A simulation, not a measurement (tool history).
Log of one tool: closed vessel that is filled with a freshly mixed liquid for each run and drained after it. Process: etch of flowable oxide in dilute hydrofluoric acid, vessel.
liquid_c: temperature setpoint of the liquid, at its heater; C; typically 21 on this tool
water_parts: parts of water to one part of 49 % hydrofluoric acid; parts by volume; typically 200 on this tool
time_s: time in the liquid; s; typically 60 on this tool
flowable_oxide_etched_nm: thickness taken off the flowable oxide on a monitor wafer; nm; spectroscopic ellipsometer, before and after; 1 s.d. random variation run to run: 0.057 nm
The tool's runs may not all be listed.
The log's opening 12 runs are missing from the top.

| run | hour | liquid_c | water_parts | time_s | read-back film thickness of the flowable oxide reference wafer, read on the same gauge (nm) | flowable_oxide_etched_nm |
|---|---|---|---|---|---|---|
| 13 | 1103.4 | 19 | 135 | 90 | 150.01 | 13.23 |
| 14 | 1168.1 | 17.5 | 200 | 60 | 150 | 5.13 |
| 15 | 1212.2 | 17 | 200 | 75 | 149.99 | 6.45 |
| 16 | 1275.6 | 21 | 155 | 90 | 150 | 12.17 |
| 17 | 1355.1 | 18 | 200 | 80 | 150 | 7.01 |
| 18 | 1400.8 | 21 | 200 | 60 | 150.01 | 5.96 |
| 19 | 1492.5 | 25 | 140 | 30 | 150.01 | 5.27 |
| 20 | 1597.3 | 22.5 | 100 | 60 | 150 | 13.95 |
| 21 | 1647.9 | 21 | 200 | 60 | 150.01 | 5.77 |
|  | 1679.8 | hydrofluoric acid flow meter replaced |
| 22 | 1695.1 | 21 | 200 | 60 | 150 | 6.48 |
|  | 1761.9 | gauge calibrated |
| 23 | 1791.8 | 21 | 120 | 60 | 150.02 | 11.78 |
| 24 | 1854 | 21 | 200 | 60 | 150.01 | 6.48 |
| 25 | 1946.1 | 21 | 280 | 60 | 150.02 | 4.26 |
| 26 | 2038.9 | 21 | 200 | 60 | 150.01 | 6.42 |
| 27 | 2078.5 | 21 | 200 | 70 | 150.02 | 7.31 |
| 28 | 2160.3 | 25.5 | 225 | 50 | 150.01 | 5.44 |
| 29 | 2341.4 | 26 | 125 | 80 | 149.98 | 17.88 |
| 30 | 2391.5 | 21 | 200 | 60 | 150.02 | 6.26 |
|  | 2420.5 | thermometer replaced |
| 31 | 2428.5 | 25 | 230 | 35 | 150.02 | 3.55 |
| 32 | 2493.4 | 21 | 250 | 85 | 150.01 | 6.79 |

Alternative continuations, all from the tool just after run 32; predict every row:
| A | 2494.1 | 21 | 200 | 60 | ? | ? |
| B | 2494.1 | 24.5 | 240 | 35 | ? | ? |
| C | 2494.1 | 21 | 115 | 90 | ? | ? |
| D | 2494.1 | 25 | 200 | 70 | ? | ? |
| E | 2494.1 | 17.5 | 200 | 35 | ? | ? |

| run | read-back film thickness of the flowable oxide reference wafer, read on the same gauge (nm) | flowable_oxide_etched_nm |
|---|---|---|
| A | 150 | 6.24 |
| B | 150 | 3.31 |
| C | 150 | 17.87 |
| D | 150 | 8.45 |
| E | 150 | 3.18 |
With no hidden state in the tool, these same runs would have given:
| run | flowable_oxide_etched_nm |
|---|---|
| A | 6.53 |
| B | 3.47 |
| C | 18.65 |
| D | 8.85 |
| E | 3.33 |
